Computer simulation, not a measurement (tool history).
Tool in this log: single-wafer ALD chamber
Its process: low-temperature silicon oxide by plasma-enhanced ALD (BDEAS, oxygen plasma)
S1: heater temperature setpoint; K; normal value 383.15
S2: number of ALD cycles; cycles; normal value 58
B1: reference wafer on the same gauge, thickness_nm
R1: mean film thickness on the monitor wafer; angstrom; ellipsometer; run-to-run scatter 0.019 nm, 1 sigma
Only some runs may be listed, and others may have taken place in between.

Run 1, day 0: usual settings but S1 375.15 K; B1 7.118. Result: R1 77.08 angstrom.
Run 2, day 0.733: usual settings but S1 375.15 K; B1 7.11. Result: R1 77.14 angstrom.
Run 3, day 1.725: usual settings but S1 375.15 K; B1 7.112. Result: R1 76.86 angstrom.
Run 4, day 2.488: usual settings; B1 7.103. Result: R1 76.38 angstrom.
Run 5, day 3.067: usual settings; B1 7.109. Result: R1 76.36 angstrom.
Run 6, day 3.746: usual settings but S1 387.15 K, S2 61 cycles; B1 7.106. Result: R1 79.45 angstrom.
Run 7, day 4.958: usual settings but S1 387.15 K, S2 61 cycles; B1 7.095. Result: R1 79.32 angstrom.
Run 8, day 6.038: usual settings but S1 387.15 K, S2 61 cycles; B1 7.097. Result: R1 79.38 angstrom.
Run 9, day 6.783: usual settings; B1 7.101. Result: R1 76.14 angstrom.
Run 10, day 8.833: usual settings; B1 7.095. Result: R1 76.22 angstrom.
Run 11, day 9.383: usual settings but S2 63 cycles; B1 7.092. Result: R1 82.96 angstrom.
Run 12, day 10.45: usual settings but S2 63 cycles; B1 7.081. Result: R1 82.36 angstrom.
Run 13, day 11.275: usual settings but S2 63 cycles; B1 7.092. Result: R1 82.8 angstrom.
Run 14, day 12.762: usual settings; B1 7.078. Result: R1 75.94 angstrom.
Run 15, day 15.546: usual settings; B1 7.08. Result: R1 75.95 angstrom.
Run 16, day 19.775: usual settings; B1 7.08. Result: R1 75.93 angstrom.
Run 17, day 21.242: usual settings but S1 376.15 K, S2 53 cycles; B1 7.07. Result: R1 70.18 angstrom.
At day 22.388: thermocouple changed; heater temperature recalibrated.
Run 18, day 22.408: usual settings but S1 394.15 K; B1 7.078. Result: R1 74.36 angstrom.
Run 19, day 22.954: usual settings but S1 396.15 K, S2 66 cycles; B1 7.065. Result: R1 84.22 angstrom.
Run 20, day 23.542: usual settings but S2 63 cycles; B1 7.059. Result: R1 82.28 angstrom.
Run 21, day 24.6: usual settings but S1 368.15 K, S2 66 cycles; B1 7.057. Result: R1 89.11 angstrom.
At day 25.354: gauge calibrated.
Run 22, day 25.517: usual settings but S2 67 cycles; B1 7.147. Result: R1 88.14 angstrom.
Run 23, day 26.788: usual settings but S2 51 cycles; B1 7.148. Result: R1 67.23 angstrom.
Run 24, day 27.712: usual settings but S1 396.15 K, S2 69 cycles; B1 7.149. Result: R1 89.35 angstrom.
Run 25, day 29.071: usual settings; B1 7.143. Result: R1 76.62 angstrom.
Run 26, day 30.071: usual settings; B1 7.138. Result: R1 76.34 angstrom.
Run 27, day 30.642: usual settings but S2 68 cycles; B1 7.139. Result: R1 89.67 angstrom.
Run 28, day 32.025: usual settings but S1 391.15 K, S2 55 cycles; B1 7.142. Result: R1 71.87 angstrom.
Run 29, day 33.254: usual settings; B1 7.134. Result: R1 76.35 angstrom.
Run 30, day 33.896: usual settings but S1 387.15 K, S2 51 cycles; B1 7.125. Result: R1 66.85 angstrom.
Run 31, day 34.988: usual settings but S1 378.15 K, S2 51 cycles; B1 7.134. Result: R1 67.85 angstrom.
Run 32, day 36.192: usual settings but S1 388.15 K, S2 67 cycles; B1 7.131. Result: R1 87.45 angstrom.
Run 33, day 36.875: usual settings but S1 387.15 K, S2 61 cycles; B1 7.126. Result: R1 79.41 angstrom.

Below are 5 alternative next runs, each starting from the tool's condition after run 33. Predict each:
Run A, day 36.896: usual settings; B1 ?. Result: R1 ?.
Run B, day 36.896: usual settings but S1 369.15 K, S2 49 cycles; B1 ?. Result: R1 ?.
Run C, day 36.896: usual settings but S1 369.15 K, S2 62 cycles; B1 ?. Result: R1 ?.
Run D, day 36.896: usual settings but S1 390.15 K, S2 51 cycles; B1 ?. Result: R1 ?.
Run E, day 36.896: usual settings but S1 393.15 K, S2 50 cycles; B1 ?. Result: R1 ?.

run     B1     R1
  A  7.133  76.27
  B  7.133  66.17
  C  7.133  83.72
  D  7.133  66.31
  E  7.133  64.69
Take away the tool's hidden state, keep each run's random variation, and the runs would have read:
run     R1
  A  76.41
  B  66.29
  C  83.88
  D  66.43
  E   64.8
